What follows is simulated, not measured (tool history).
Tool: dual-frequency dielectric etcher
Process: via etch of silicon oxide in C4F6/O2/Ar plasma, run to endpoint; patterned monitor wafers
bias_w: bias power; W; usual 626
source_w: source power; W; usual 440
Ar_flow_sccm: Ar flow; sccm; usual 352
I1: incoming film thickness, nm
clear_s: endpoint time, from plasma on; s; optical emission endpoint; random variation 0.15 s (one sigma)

Run 1, hour 0.0: usual settings but bias_w 744 W; I1 125.3. Result: clear_s 22.3 s.
Run 2, hour 96.7: usual settings but bias_w 744 W; I1 126.0. Result: clear_s 22.5 s.
Run 3, hour 323.6: usual settings; I1 126.4. Result: clear_s 24.8 s.
Run 4, hour 420.2: usual settings; I1 124.8. Result: clear_s 24.8 s.
At hour 499.7: wet clean of the chamber.
Run 5, hour 522.8: usual settings but Ar_flow_sccm 398 sccm; I1 128.5. Result: clear_s 25.8 s.
At hour 683.6: bias power generator calibrated.
Run 6, hour 748.6: usual settings but Ar_flow_sccm 398 sccm; I1 124.9. Result: clear_s 24.5 s.
Run 7, hour 823.6: usual settings but Ar_flow_sccm 398 sccm; I1 125.5. Result: clear_s 24.4 s.
Run 8, hour 913.9: usual settings; I1 126.3. Result: clear_s 24.1 s.
Run 9, hour 1016.8: usual settings but bias_w 732 W; I1 125.6. Result: clear_s 22.1 s.
At hour 1100.9: source power generator calibrated.
Run 10, hour 1101.4: usual settings but bias_w 732 W; I1 125.7. Result: clear_s 22.2 s.
At hour 1149.1: wet clean of the chamber.
Run 11, hour 1370.6: usual settings; I1 125.1. Result: clear_s 24.2 s.
Run 12, hour 1411.8: usual settings; I1 125.6. Result: clear_s 24.1 s.
At hour 1466.4: Ar flow controller replaced.
At hour 1600.7: upper electrode replaced.
Run 13, hour 1683.4: usual settings; I1 125.2. Result: clear_s 24.1 s.
At hour 1764.7: wet clean of the chamber.
Run 14, hour 1790.7: usual settings; I1 125.0. Result: clear_s 24.6 s.
Run 15, hour 1834.0: usual settings; I1 126.0. Result: clear_s 24.6 s.
Run 16, hour 1880.6: usual settings but bias_w 486 W, source_w 490 W, Ar_flow_sccm 433 sccm; I1 125.7. Result: clear_s 27.3 s.
Run 17, hour 1929.0: usual settings but bias_w 577 W, source_w 540 W, Ar_flow_sccm 400 sccm; I1 125.3. Result: clear_s 23.5 s.
Run 18, hour 1989.6: usual settings but bias_w 479 W, source_w 350 W; I1 125.3. Result: clear_s 31.8 s.
Run 19, hour 2056.6: usual settings but bias_w 537 W, Ar_flow_sccm 292 sccm; I1 125.3. Result: clear_s 26.3 s.
Run 20, hour 2118.8: usual settings but bias_w 584 W, source_w 400 W, Ar_flow_sccm 390 sccm; I1 126.0. Result: clear_s 26.7 s.
Run 21, hour 2200.2: usual settings but bias_w 688 W, source_w 520 W, Ar_flow_sccm 433 sccm; I1 125.8. Result: clear_s 21.8 s.
Run 22, hour 2299.7: usual settings but Ar_flow_sccm 374 sccm; I1 125.0. Result: clear_s 24.8 s.
At hour 2393.5: wet clean of the chamber.
Run 23, hour 2397.0: usual settings; I1 125.5. Result: clear_s 24.7 s.
Run 24, hour 2448.2: usual settings but bias_w 744 W, source_w 330 W; I1 126.4. Result: clear_s 25.3 s.
Run 25, hour 2511.7: usual settings; I1 127.2. Result: clear_s 24.9 s.
Run 26, hour 2597.5: usual settings but bias_w 516 W, Ar_flow_sccm 273 sccm; I1 126.8. Result: clear_s 27.3 s.
Run 27, hour 2648.0: usual settings; I1 125.7. Result: clear_s 24.8 s.
Run 28, hour 2737.6: usual settings; I1 126.4. Result: clear_s 24.9 s.

5 ways to go on from here, each from the tool as it stands after run 28. What would each give?
Run A, hour 2738.0: usual settings; I1 126.9. Result: clear_s ?.
Run B, hour 2738.0: usual settings but bias_w 483 W, source_w 340 W; I1 126.9. Result: clear_s ?.
Run C, hour 2738.0: usual settings but bias_w 577 W, source_w 360 W, Ar_flow_sccm 305 sccm; I1 126.9. Result: clear_s ?.
Run D, hour 2738.0: usual settings but Ar_flow_sccm 299 sccm; I1 126.9. Result: clear_s ?.
Run E, hour 2738.0: usual settings but bias_w 668 W, source_w 540 W, Ar_flow_sccm 274 sccm; I1 126.9. Result: clear_s ?.

run  clear_s
  A     25.0
  B     33.0
  C     28.5
  D     24.8
  E     21.8
Without the tool's hidden state the same runs would have given:
run  clear_s
  A     24.6
  B     32.5
  C     28.0
  D     24.4
  E     21.4

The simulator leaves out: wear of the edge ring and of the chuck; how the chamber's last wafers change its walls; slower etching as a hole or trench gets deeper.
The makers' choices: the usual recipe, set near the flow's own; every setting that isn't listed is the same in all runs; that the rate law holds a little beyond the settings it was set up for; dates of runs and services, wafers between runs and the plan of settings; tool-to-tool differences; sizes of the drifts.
